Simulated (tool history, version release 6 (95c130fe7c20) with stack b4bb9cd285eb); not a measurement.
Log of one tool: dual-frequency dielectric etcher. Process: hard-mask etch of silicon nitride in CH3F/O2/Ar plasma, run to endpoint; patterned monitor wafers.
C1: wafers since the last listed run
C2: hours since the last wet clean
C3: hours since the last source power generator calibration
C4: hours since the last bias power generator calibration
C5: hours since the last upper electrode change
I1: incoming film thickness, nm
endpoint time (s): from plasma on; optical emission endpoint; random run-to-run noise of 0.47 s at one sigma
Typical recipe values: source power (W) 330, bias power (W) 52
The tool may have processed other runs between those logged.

run 1 hour=0 | source_power_(W)=330 bias_power_(W)=52 | C1=0 C2=409.2 C3=3633.3 C4=1865.6 C5=1299.5 | I1=31.49 | endpoint_time_(s)=55.9
run 2 hour=68.2 | source_power_(W)=330 bias_power_(W)=52 | C1=1053 C2=477.4 C3=3701.5 C4=1933.8 C5=1367.7 | I1=31.28 | endpoint_time_(s)=56
run 3 hour=140.2 | source_power_(W)=330 bias_power_(W)=52 | C1=1112 C2=549.4 C3=3773.5 C4=2005.8 C5=1439.7 | I1=31.15 | endpoint_time_(s)=55.6
run 4 hour=165.3 | source_power_(W)=330 bias_power_(W)=52 | C1=387 C2=574.5 C3=3798.6 C4=2030.9 C5=1464.8 | I1=31.59 | endpoint_time_(s)=57.1
run 5 hour=235.6 | source_power_(W)=330 bias_power_(W)=52 | C1=1085 C2=644.8 C3=3868.9 C4=2101.2 C5=1535.1 | I1=31.09 | endpoint_time_(s)=55.6
-- hour=291.7 wet clean of the chamber
run 6 hour=302.5 | source_power_(W)=360 bias_power_(W)=48 | C1=662 C2=10.8 C3=3935.8 C4=2168.1 C5=1602 | I1=31.35 | endpoint_time_(s)=56.9
run 7 hour=371.3 | source_power_(W)=360 bias_power_(W)=48 | C1=1062 C2=79.6 C3=4004.6 C4=2236.9 C5=1670.8 | I1=31.17 | endpoint_time_(s)=55.6
run 8 hour=412.2 | source_power_(W)=330 bias_power_(W)=52 | C1=631 C2=120.5 C3=4045.5 C4=2277.8 C5=1711.7 | I1=30.76 | endpoint_time_(s)=54.7
run 9 hour=460.4 | source_power_(W)=330 bias_power_(W)=52 | C1=744 C2=168.7 C3=4093.7 C4=2326 C5=1759.9 | I1=31.21 | endpoint_time_(s)=55.5
run 10 hour=503.7 | source_power_(W)=330 bias_power_(W)=52 | C1=668 C2=212 C3=4137 C4=2369.3 C5=1803.2 | I1=31.32 | endpoint_time_(s)=55.5
run 11 hour=571.4 | source_power_(W)=330 bias_power_(W)=63 | C1=1045 C2=279.7 C3=4204.7 C4=2437 C5=1870.9 | I1=30.92 | endpoint_time_(s)=51.5
run 12 hour=596.2 | source_power_(W)=330 bias_power_(W)=52 | C1=383 C2=304.5 C3=4229.5 C4=2461.8 C5=1895.7 | I1=31.32 | endpoint_time_(s)=55.3
run 13 hour=655.4 | source_power_(W)=360 bias_power_(W)=48 | C1=914 C2=363.7 C3=4288.7 C4=2521 C5=1954.9 | I1=31.42 | endpoint_time_(s)=56.9
-- hour=682.8 upper electrode replaced
run 14 hour=723 | source_power_(W)=270 bias_power_(W)=41 | C1=673 C2=431.3 C3=4356.3 C4=2588.6 C5=40.2 | I1=31.4 | endpoint_time_(s)=66.3
run 15 hour=748.8 | source_power_(W)=400 bias_power_(W)=45 | C1=398 C2=457.1 C3=4382.1 C4=2614.4 C5=66 | I1=31.23 | endpoint_time_(s)=55.4
-- hour=817.5 bias power generator calibrated
-- hour=839.4 source power generator calibrated
-- hour=904 wet clean of the chamber
run 16 hour=964.7 | source_power_(W)=290 bias_power_(W)=65 | C1=2840 C2=60.7 C3=125.3 C4=147.2 C5=281.9 | I1=31.37 | endpoint_time_(s)=53.8
run 17 hour=989.6 | source_power_(W)=310 bias_power_(W)=61 | C1=384 C2=85.6 C3=150.2 C4=172.1 C5=306.8 | I1=31.28 | endpoint_time_(s)=53.4
run 18 hour=1046.9 | source_power_(W)=370 bias_power_(W)=42 | C1=885 C2=142.9 C3=207.5 C4=229.4 C5=364.1 | I1=31.16 | endpoint_time_(s)=58.9
run 19 hour=1097.8 | source_power_(W)=270 bias_power_(W)=47 | C1=786 C2=193.8 C3=258.4 C4=280.3 C5=415 | I1=31.23 | endpoint_time_(s)=62
run 20 hour=1151.1 | source_power_(W)=330 bias_power_(W)=52 | C1=823 C2=247.1 C3=311.7 C4=333.6 C5=468.3 | I1=31.24 | endpoint_time_(s)=56.8
run 21 hour=1213.7 | source_power_(W)=380 bias_power_(W)=40 | C1=966 C2=309.7 C3=374.3 C4=396.2 C5=530.9 | I1=31.07 | endpoint_time_(s)=58.8

Hidden state at the last listed run before each entry between runs and at the first one after, where it differs:
Between runs 5 and 6: wet clean of the chamber (hour 291.7)
  no hidden state differs between the two runs
Between runs 13 and 14: upper electrode replaced (hour 682.8)
  no hidden state differs between the two runs
Between runs 15 and 16: bias power generator calibrated (hour 817.5); source power generator calibrated (hour 839.4); wet clean of the chamber (hour 904)
  no hidden state differs between the two runs

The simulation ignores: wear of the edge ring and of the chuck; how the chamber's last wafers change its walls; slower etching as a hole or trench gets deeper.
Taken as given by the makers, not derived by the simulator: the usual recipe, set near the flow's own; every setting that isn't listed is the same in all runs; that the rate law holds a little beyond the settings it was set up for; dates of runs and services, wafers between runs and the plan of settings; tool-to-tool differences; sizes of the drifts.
